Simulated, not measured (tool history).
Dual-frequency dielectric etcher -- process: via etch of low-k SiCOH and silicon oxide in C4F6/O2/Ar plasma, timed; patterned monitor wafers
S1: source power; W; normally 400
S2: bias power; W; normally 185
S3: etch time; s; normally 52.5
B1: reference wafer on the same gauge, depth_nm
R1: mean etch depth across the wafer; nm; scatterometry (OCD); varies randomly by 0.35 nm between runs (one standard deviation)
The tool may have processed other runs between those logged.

run,hour,S1,S2,S3,B1,R1
1,0,400,185,47.5,188,146
# hour 64.7: wet clean of the chamber
2,65.2,400,185,47.5,188,144
3,305.3,400,185,52.5,188.1,160
4,375.2,400,185,52.5,187.9,160
5,474.9,400,185,52.5,188,160.7
6,521,400,185,45,188,137.4
7,593.8,480,204,52.5,188,175.7
8,670.9,320,218,60.5,187.8,182.9
# hour 690.8: source power generator calibrated
9,727.5,340,185,52.5,187.9,153.3
# hour 738.4: bias power generator calibrated
# hour 834.3: upper electrode replaced
10,834.8,300,141,45.5,188,116.4
# hour 903.2: wet clean of the chamber
11,932.9,320,209,52.5,188,152.7
12,1015.9,400,185,52.5,188,157.9
13,1066,400,185,52.5,188,157.2
14,1125.3,400,224,52.5,188.1,167.8
# hour 1157.9: gauge calibrated
15,1177.1,400,185,52.5,188,158.5
16,1232.6,430,218,45,188,145.8
17,1522.9,400,216,52.5,188,166.9
18,1566.3,400,185,47,188.1,142.6
19,1613.8,490,185,39,187.9,126.9
# hour 1680.1: wet clean of the chamber
20,1680.6,400,185,60.5,188,182.3
21,1742.9,370,171,67.5,187.9,194.2
22,1841.6,310,168,41,188,111.2
23,1909,450,206,46.5,188.1,151.6
24,2016.5,340,171,52.5,188,148
25,2086.9,360,140,44.5,187.9,120.7
26,2130.5,480,199,60,188,197.8
# hour 2354.8: wet clean of the chamber
27,2445.7,400,185,52.5,188,158.4
28,2505.5,460,185,64.5,188.1,204.5

What if the next run were any one of these 5? Each begins from the tool's condition after run 28:
A,2505.9,400,185,52.5,?,?
B,2505.9,430,212,66,?,?
C,2505.9,430,203,43.5,?,?
D,2505.9,470,152,44.5,?,?
E,2505.9,360,212,59.5,?,?

run,B1,R1
A,188.1,158.9
B,188.1,213.5
C,188.1,138.8
D,188.1,133.7
E,188.1,182
Take away the tool's hidden state, keep each run's random variation, and the runs would have read:
run,R1
A,156.9
B,210.8
C,137.1
D,132.1
E,179.7
